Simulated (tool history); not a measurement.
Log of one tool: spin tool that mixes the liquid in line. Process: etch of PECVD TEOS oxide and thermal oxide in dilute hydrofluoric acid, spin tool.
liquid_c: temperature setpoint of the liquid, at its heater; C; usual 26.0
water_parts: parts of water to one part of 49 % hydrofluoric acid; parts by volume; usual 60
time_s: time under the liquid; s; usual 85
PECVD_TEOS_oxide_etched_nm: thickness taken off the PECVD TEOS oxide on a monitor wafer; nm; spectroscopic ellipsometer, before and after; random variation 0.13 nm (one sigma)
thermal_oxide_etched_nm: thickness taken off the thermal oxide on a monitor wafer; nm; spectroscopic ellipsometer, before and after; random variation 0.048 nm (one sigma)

run,hour,liquid_c,water_parts,time_s,"read-back film thickness of the PECVD TEOS oxide reference wafer, read on the same gauge (nm)","read-back film thickness of the thermal oxide reference wafer, read on the same gauge (nm)",PECVD_TEOS_oxide_etched_nm,thermal_oxide_etched_nm
1,0.0,26.0,60,100,99.98,130.00,18.35,9.80
2,67.2,26.0,60,100,100.00,130.01,18.58,9.84
3,164.1,29.0,60,85,100.01,130.03,17.79,9.45
4,201.6,26.0,50,85,100.00,130.00,19.03,10.15
5,241.2,22.5,60,50,100.00,129.99,8.01,4.25
6,309.7,26.0,60,85,100.00,130.00,15.79,8.37
7,375.5,28.0,90,70,100.00,130.00,8.85,4.77
8,427.6,26.0,60,85,99.98,130.02,15.89,8.32
9,492.9,23.5,60,50,99.98,130.01,8.42,4.43
10,562.6,26.0,60,70,99.98,130.01,12.84,6.85
11,592.4,30.0,50,50,99.99,130.01,13.24,7.01
12,656.7,26.0,60,85,99.99,130.02,15.72,8.34
13,760.7,26.0,75,110,100.00,130.01,16.19,8.54
14,825.7,22.0,85,100,100.02,130.01,10.76,5.70
15,888.0,26.0,60,85,100.01,130.00,15.54,8.35
16,937.4,26.0,45,85,99.99,130.02,21.19,11.34
17,962.2,26.0,60,85,100.00,129.99,15.71,8.29
18,1137.6,28.5,60,85,100.01,130.00,17.08,9.14
19,1184.1,24.5,35,60,100.01,129.99,18.42,9.86
20,1227.0,26.0,70,120,100.00,129.98,18.76,9.92
21,1278.5,26.0,35,130,100.01,129.99,42.60,22.67
22,1346.2,22.5,85,55,99.99,130.00,6.05,3.20
23,1414.3,26.0,50,85,100.01,129.97,19.11,10.21
24,1447.0,30.5,75,100,100.01,130.01,17.16,9.13
25,1482.7,26.0,60,85,99.99,129.98,15.67,8.34
26,1540.8,26.0,60,85,100.01,130.01,15.77,8.27
27,1580.0,26.0,60,85,100.01,130.02,15.77,8.39

Not shown: 2 entries that the log had between the listed runs. Between which runs, and how does the tool's hidden state differ before and after?
Between runs 15 and 16: hydrofluoric acid flow meter replaced (hour 932.2)
  no hidden state differs between the two runs
Between runs 25 and 26: gauge calibrated (hour 1494.8)
  no hidden state differs between the two runs

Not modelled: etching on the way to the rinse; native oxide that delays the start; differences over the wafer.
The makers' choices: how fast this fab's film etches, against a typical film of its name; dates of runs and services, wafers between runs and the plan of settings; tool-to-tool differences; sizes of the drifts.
